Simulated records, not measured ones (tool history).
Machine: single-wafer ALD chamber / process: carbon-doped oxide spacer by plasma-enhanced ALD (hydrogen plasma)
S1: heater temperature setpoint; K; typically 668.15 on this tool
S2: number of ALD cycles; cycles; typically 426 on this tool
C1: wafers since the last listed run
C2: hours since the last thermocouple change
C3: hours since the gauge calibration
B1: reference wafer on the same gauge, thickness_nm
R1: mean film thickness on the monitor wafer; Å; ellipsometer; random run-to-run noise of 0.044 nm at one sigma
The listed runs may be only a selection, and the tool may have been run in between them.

{"run": 1, "day": 0.0, "S1": 668.15, "S2": 426, "C1": 0, "C2": 760.2, "C3": 1385.7, "B1": 17.095, "R1": 177.29}
{"run": 2, "day": 3.817, "S1": 668.15, "S2": 426, "C1": 105, "C2": 851.8, "C3": 1477.3, "B1": 17.113, "R1": 178.04}
{"run": 3, "day": 5.5, "S1": 668.15, "S2": 426, "C1": 46, "C2": 892.2, "C3": 1517.7, "B1": 17.131, "R1": 177.76}
{"run": 4, "day": 9.992, "S1": 658.15, "S2": 463, "C1": 124, "C2": 1000, "C3": 1625.5, "B1": 17.154, "R1": 193.6}
{"run": 5, "day": 12.379, "S1": 658.15, "S2": 463, "C1": 66, "C2": 1057.3, "C3": 1682.8, "B1": 17.185, "R1": 194.35}
{"run": 6, "day": 13.896, "S1": 675.15, "S2": 426, "C1": 42, "C2": 1093.7, "C3": 1719.2, "B1": 17.186, "R1": 177.4}
{"run": 7, "day": 15.721, "S1": 668.15, "S2": 426, "C1": 50, "C2": 1137.5, "C3": 1763, "B1": 17.209, "R1": 178.52}
{"run": 8, "day": 17.783, "S1": 668.15, "S2": 426, "C1": 57, "C2": 1187, "C3": 1812.5, "B1": 17.21, "R1": 179.08}
{"run": 9, "day": 19.642, "S1": 668.15, "S2": 426, "C1": 51, "C2": 1231.6, "C3": 1857.1, "B1": 17.209, "R1": 179.52}
{"day": 21.392, "done": "thermocouple changed; heater temperature recalibrated"}
{"day": 21.4, "done": "gauge calibrated"}
{"run": 10, "day": 22.962, "S1": 668.15, "S2": 426, "C1": 82, "C2": 37.7, "C3": 37.5, "B1": 16.889, "R1": 176.01}
{"run": 11, "day": 27.217, "S1": 668.15, "S2": 485, "C1": 118, "C2": 139.8, "C3": 139.6, "B1": 16.881, "R1": 199.37}
{"run": 12, "day": 30.792, "S1": 668.15, "S2": 485, "C1": 99, "C2": 225.6, "C3": 225.4, "B1": 16.887, "R1": 199.87}
{"run": 13, "day": 32.512, "S1": 668.15, "S2": 485, "C1": 47, "C2": 266.9, "C3": 266.7, "B1": 16.912, "R1": 200.74}
{"run": 14, "day": 35.788, "S1": 668.15, "S2": 361, "C1": 90, "C2": 345.5, "C3": 345.3, "B1": 16.902, "R1": 148.34}
{"run": 15, "day": 38.675, "S1": 668.15, "S2": 361, "C1": 80, "C2": 414.8, "C3": 414.6, "B1": 16.914, "R1": 149.17}
{"run": 16, "day": 42.846, "S1": 668.15, "S2": 388, "C1": 115, "C2": 514.9, "C3": 514.7, "B1": 16.893, "R1": 160.25}
{"run": 17, "day": 47.342, "S1": 668.15, "S2": 388, "C1": 124, "C2": 622.8, "C3": 622.6, "B1": 16.928, "R1": 160.17}
{"run": 18, "day": 49.883, "S1": 668.15, "S2": 388, "C1": 70, "C2": 683.8, "C3": 683.6, "B1": 16.92, "R1": 160.01}
{"run": 19, "day": 51.667, "S1": 668.15, "S2": 426, "C1": 49, "C2": 726.6, "C3": 726.4, "B1": 16.952, "R1": 175.64}
{"run": 20, "day": 54.125, "S1": 668.15, "S2": 426, "C1": 68, "C2": 785.6, "C3": 785.4, "B1": 16.945, "R1": 176.36}
{"run": 21, "day": 56.492, "S1": 668.15, "S2": 426, "C1": 65, "C2": 842.4, "C3": 842.2, "B1": 16.957, "R1": 176.61}
{"run": 22, "day": 59.138, "S1": 668.15, "S2": 426, "C1": 73, "C2": 905.9, "C3": 905.7, "B1": 16.96, "R1": 176.52}
{"run": 23, "day": 61.725, "S1": 668.15, "S2": 426, "C1": 71, "C2": 968, "C3": 967.8, "B1": 16.999, "R1": 176.47}
{"run": 24, "day": 65.683, "S1": 677.15, "S2": 426, "C1": 109, "C2": 1063, "C3": 1062.8, "B1": 16.988, "R1": 174.03}
{"day": 67.583, "done": "thermocouple changed; heater temperature recalibrated"}
{"run": 25, "day": 69.558, "S1": 677.15, "S2": 426, "C1": 98, "C2": 47.4, "C3": 1155.8, "B1": 17.001, "R1": 173.85}
{"run": 26, "day": 73.117, "S1": 659.15, "S2": 385, "C1": 98, "C2": 132.8, "C3": 1241.2, "B1": 17.01, "R1": 160.1}
{"run": 27, "day": 75.904, "S1": 668.15, "S2": 426, "C1": 77, "C2": 199.7, "C3": 1308.1, "B1": 17.046, "R1": 176.65}
{"run": 28, "day": 77.475, "S1": 668.15, "S2": 426, "C1": 43, "C2": 237.4, "C3": 1345.8, "B1": 17.05, "R1": 177.35}
{"run": 29, "day": 81.817, "S1": 678.15, "S2": 399, "C1": 120, "C2": 341.6, "C3": 1450, "B1": 17.063, "R1": 163.59}
{"run": 30, "day": 84.142, "S1": 672.15, "S2": 367, "C1": 64, "C2": 397.4, "C3": 1505.8, "B1": 17.064, "R1": 153.04}
{"run": 31, "day": 87.846, "S1": 658.15, "S2": 367, "C1": 102, "C2": 486.3, "C3": 1594.7, "B1": 17.124, "R1": 153.76}
{"run": 32, "day": 91.021, "S1": 668.15, "S2": 426, "C1": 88, "C2": 562.5, "C3": 1670.9, "B1": 17.111, "R1": 178.25}
{"day": 91.121, "done": "gauge calibrated"}
{"run": 33, "day": 94.025, "S1": 668.15, "S2": 474, "C1": 83, "C2": 634.6, "C3": 69.7, "B1": 16.906, "R1": 195.24}
{"run": 34, "day": 96.667, "S1": 668.15, "S2": 426, "C1": 73, "C2": 698, "C3": 133.1, "B1": 16.938, "R1": 176.06}
{"run": 35, "day": 99.496, "S1": 658.15, "S2": 462, "C1": 78, "C2": 765.9, "C3": 201, "B1": 16.929, "R1": 190.59}
{"run": 36, "day": 103.971, "S1": 668.15, "S2": 506, "C1": 124, "C2": 873.3, "C3": 308.4, "B1": 16.948, "R1": 208.11}
{"run": 37, "day": 105.892, "S1": 668.15, "S2": 426, "C1": 53, "C2": 919.4, "C3": 354.5, "B1": 16.92, "R1": 176.3}
{"run": 38, "day": 107.792, "S1": 660.15, "S2": 426, "C1": 52, "C2": 965, "C3": 400.1, "B1": 16.947, "R1": 176.17}
{"run": 39, "day": 111.204, "S1": 682.15, "S2": 475, "C1": 94, "C2": 1046.9, "C3": 482, "B1": 16.919, "R1": 190.15}
{"run": 40, "day": 113.521, "S1": 680.15, "S2": 470, "C1": 64, "C2": 1102.5, "C3": 537.6, "B1": 16.961, "R1": 189.45}
{"day": 115.067, "done": "thermocouple changed; heater temperature recalibrated"}
{"run": 41, "day": 116.488, "S1": 668.15, "S2": 426, "C1": 73, "C2": 34.1, "C3": 608.8, "B1": 16.945, "R1": 175.64}
{"run": 42, "day": 118.188, "S1": 668.15, "S2": 365, "C1": 47, "C2": 74.9, "C3": 649.6, "B1": 16.976, "R1": 151.11}
{"run": 43, "day": 122.292, "S1": 664.15, "S2": 426, "C1": 113, "C2": 173.4, "C3": 748.1, "B1": 16.974, "R1": 176.68}
{"run": 44, "day": 125.975, "S1": 654.15, "S2": 492, "C1": 102, "C2": 261.8, "C3": 836.5, "B1": 16.97, "R1": 203.02}

State the hidden condition of the tool at each of the runs:
wafer temperature above the value expected at the setpoint (K): 0 at every run
H1: gauge reads high (%)
run=1 H1=1.17
run=2 H1=1.31
run=3 H1=1.37
run=4 H1=1.55
run=5 H1=1.65
run=6 H1=1.72
run=7 H1=1.8
run=8 H1=1.89
run=9 H1=1.98
run=10 H1=-0.0517
run=11 H1=-0.0421
run=12 H1=-0.0254
run=13 H1=-0.0146
run=14 H1=0.011
run=15 H1=0.0391
run=16 H1=0.0887
run=17 H1=0.154
run=18 H1=0.196
run=19 H1=0.229
run=20 H1=0.276
run=21 H1=0.325
run=22 H1=0.385
run=23 H1=0.447
run=24 H1=0.549
run=25 H1=0.659
run=26 H1=0.768
run=27 H1=0.859
run=28 H1=0.913
run=29 H1=1.07
run=30 H1=1.16
run=31 H1=1.3
run=32 H1=1.44
run=33 H1=0.093
run=34 H1=0.0998
run=35 H1=0.112
run=36 H1=0.141
run=37 H1=0.157
run=38 H1=0.176
run=39 H1=0.214
run=40 H1=0.244
run=41 H1=0.288
run=42 H1=0.315
run=43 H1=0.389
run=44 H1=0.463
